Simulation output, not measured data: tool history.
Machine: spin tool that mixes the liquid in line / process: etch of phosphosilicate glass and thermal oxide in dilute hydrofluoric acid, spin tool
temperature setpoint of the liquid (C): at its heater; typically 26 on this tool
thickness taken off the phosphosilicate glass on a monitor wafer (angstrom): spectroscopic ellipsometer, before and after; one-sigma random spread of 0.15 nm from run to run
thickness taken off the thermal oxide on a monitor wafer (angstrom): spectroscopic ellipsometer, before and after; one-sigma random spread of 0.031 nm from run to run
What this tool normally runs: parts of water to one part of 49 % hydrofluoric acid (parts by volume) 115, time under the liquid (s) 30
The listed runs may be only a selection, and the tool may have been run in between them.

| run | day | temperature setpoint of the liquid (C) | parts of water to one part of 49 % hydrofluoric acid (parts by volume) | time under the liquid (s) | read-back film thickness of the phosphosilicate glass reference wafer, read on the same gauge (nm) | read-back film thickness of the thermal oxide reference wafer, read on the same gauge (nm) | thickness taken off the phosphosilicate glass on a monitor wafer (angstrom) | thickness taken off the thermal oxide on a monitor wafer (angstrom) |
|---|---|---|---|---|---|---|---|---|
| 1 | 0 | 26 | 115 | 30 | 149.97 | 70.033 | 218.1 | 15.5 |
| 2 | 1.942 | 26 | 115 | 30 | 149.97 | 69.99 | 215.1 | 15.03 |
| 3 | 3.254 | 26 | 115 | 30 | 150.02 | 69.982 | 218.3 | 15.03 |
| 4 | 3.875 | 26 | 115 | 30 | 149.98 | 70.017 | 218.5 | 15.51 |
| 5 | 4.379 | 26 | 115 | 30 | 149.98 | 70.003 | 223.9 | 15.64 |
| 6 | 5.296 | 29.5 | 115 | 30 | 150 | 69.986 | 249.4 | 16.85 |
| 7 | 6.338 | 29.5 | 115 | 30 | 150.03 | 70 | 251.2 | 17.58 |
| 8 | 7.675 | 23 | 145 | 45 | 149.98 | 69.967 | 224 | 14.98 |
| 9 | 8.292 | 29.5 | 65 | 15 | 150.03 | 70.023 | 239.6 | 17.1 |
| 10 | 8.975 | 29.5 | 115 | 30 | 150.01 | 69.982 | 253.2 | 17.71 |
| 11 | 9.533 | 26 | 115 | 30 | 150 | 69.977 | 222.4 | 15.81 |
| 12 | 10.621 | 22 | 60 | 30 | 150 | 69.979 | 342.2 | 24.68 |
| 13 | 11.179 | 27.5 | 115 | 30 | 149.97 | 70.003 | 209.7 | 15.39 |
| 14 | 12.388 | 28 | 115 | 40 | 150.02 | 70.029 | 283.5 | 19.36 |
| 15 | 13.562 | 21.5 | 115 | 30 | 150 | 69.99 | 168.3 | 11.91 |
| 16 | 14.417 | 30.5 | 115 | 15 | 150.02 | 69.991 | 116.7 | 8.13 |
| 17 | 15.162 | 22 | 140 | 30 | 149.98 | 69.965 | 136.9 | 9.57 |
| 18 | 16.15 | 26 | 115 | 30 | 150.02 | 70.023 | 197.7 | 13.97 |
| 19 | 16.875 | 21 | 140 | 25 | 149.99 | 69.991 | 108.5 | 7.71 |
| 20 | 18.067 | 26 | 115 | 30 | 149.99 | 70.008 | 200.8 | 13.93 |
| 21 | 19.15 | 28 | 115 | 40 | 150 | 70.018 | 286.7 | 20.03 |
| 22 | 20.258 | 26 | 115 | 45 | 150.02 | 69.998 | 300.6 | 21.44 |
| 23 | 21.671 | 22 | 60 | 30 | 150 | 70.012 | 354.2 | 23.74 |
| 24 | 23.071 | 26 | 115 | 30 | 150.01 | 69.982 | 199.4 | 14.29 |
| 25 | 23.733 | 26 | 75 | 30 | 150.03 | 69.977 | 325.7 | 22.53 |

Not shown: 3 entries that the log had between the listed runs. Between which runs, and how does the tool's hidden state differ before and after?
Between runs 1 and 2: gauge calibrated (day 1.488)
  liquid hotter than its thermometer reads (K): 2.72 -> 2.8
  measured value less the no-hidden-state value, thickness taken off the phosphosilicate glass on a monitor wafer (angstrom): +21.4 -> +21.7; thickness taken off the thermal oxide on a monitor wafer (angstrom): +1.52 -> +1.52
Between runs 11 and 12: thermometer replaced (day 10.096)
  liquid hotter than its thermometer reads (K): 3.12 -> 0.0355
  measured value less the no-hidden-state value, thickness taken off the phosphosilicate glass on a monitor wafer (angstrom): +24.8 -> +0.6; thickness taken off the thermal oxide on a monitor wafer (angstrom): +1.77 -> +0.04
Between runs 23 and 24: gauge calibrated (day 22.554)
  liquid hotter than its thermometer reads (K): 0.494 -> 0.552
  measured value less the no-hidden-state value, thickness taken off the phosphosilicate glass on a monitor wafer (angstrom): +7.1 -> +4.2; thickness taken off the thermal oxide on a monitor wafer (angstrom): +0.48 -> +0.3
